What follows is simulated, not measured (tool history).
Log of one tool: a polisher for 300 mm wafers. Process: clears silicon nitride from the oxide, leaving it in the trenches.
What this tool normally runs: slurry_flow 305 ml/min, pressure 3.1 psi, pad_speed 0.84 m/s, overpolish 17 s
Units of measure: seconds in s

| run | hour | slurry_flow | pressure | pad_speed | overpolish | incoming thickness of the incoming film, nm | seconds |
|---|---|---|---|---|---|---|---|
| 1 | 0 | 305 | 3.1 | 0.84 | 17 | 120.7 | 145.4 |
| 2 | 44.3 | 305 | 3.1 | 0.84 | 17 | 119.9 | 143.5 |
| 3 | 105.8 | 305 | 3.1 | 0.84 | 17 | 120.7 | 154.7 |
|  | 119.6 | worn pad replaced by a new one |
| 4 | 156.7 | 305 | 3.1 | 0.78 | 25 | 119.6 | 149.2 |
| 5 | 219.1 | 305 | 3.1 | 0.78 | 25 | 120 | 151.6 |
|  | 274 | worn pad replaced by a new one |
| 6 | 274.4 | 305 | 3.1 | 0.84 | 17 | 118.5 | 134.5 |
| 7 | 317.6 | 305 | 3.1 | 0.84 | 17 | 121.8 | 138.5 |
| 8 | 348.4 | 305 | 3.1 | 0.84 | 17 | 121.6 | 139 |
|  | 357.9 | head pressure recalibrated |
| 9 | 394.8 | 305 | 2.3 | 0.84 | 11 | 118.8 | 205.2 |
|  | 424.4 | worn pad replaced by a new one |
| 10 | 465.5 | 225 | 3.1 | 0.84 | 13 | 119.7 | 154.2 |
| 11 | 490.8 | 305 | 3.1 | 0.84 | 27 | 122.7 | 149.8 |
| 12 | 520.5 | 305 | 3.1 | 0.6 | 22 | 121.7 | 214.4 |
| 13 | 560.4 | 265 | 3.8 | 0.6 | 25 | 118.9 | 177.4 |
|  | 574.5 | worn pad replaced by a new one |
|  | 594.8 | slurry nozzle cleaned |
| 14 | 631.8 | 350 | 3.1 | 0.84 | 17 | 119.6 | 138.6 |
| 15 | 685.4 | 305 | 3.1 | 0.84 | 17 | 119.2 | 145.3 |
| 16 | 735.2 | 305 | 3.7 | 0.84 | 17 | 119 | 128.8 |
|  | 741.9 | worn pad replaced by a new one |
| 17 | 775 | 305 | 3.1 | 0.84 | 17 | 120.6 | 142.6 |

3 options for the next run, each taken on its own from the tool as it stands now. Forecast them:
| A | 775.5 | 225 | 3.1 | 0.84 | 17 | 121 | ? |
| B | 775.5 | 240 | 3.5 | 0.76 | 20 | 121 | ? |
| C | 775.5 | 305 | 3.1 | 1.12 | 17 | 121 | ? |

| run | seconds |
|---|---|
| A | 143.6 |
| B | 139.5 |
| C | 104.4 |
With no hidden state in the tool, these same runs would have given:
| run | seconds |
|---|---|
| A | 152.8 |
| B | 148.5 |
| C | 111.1 |
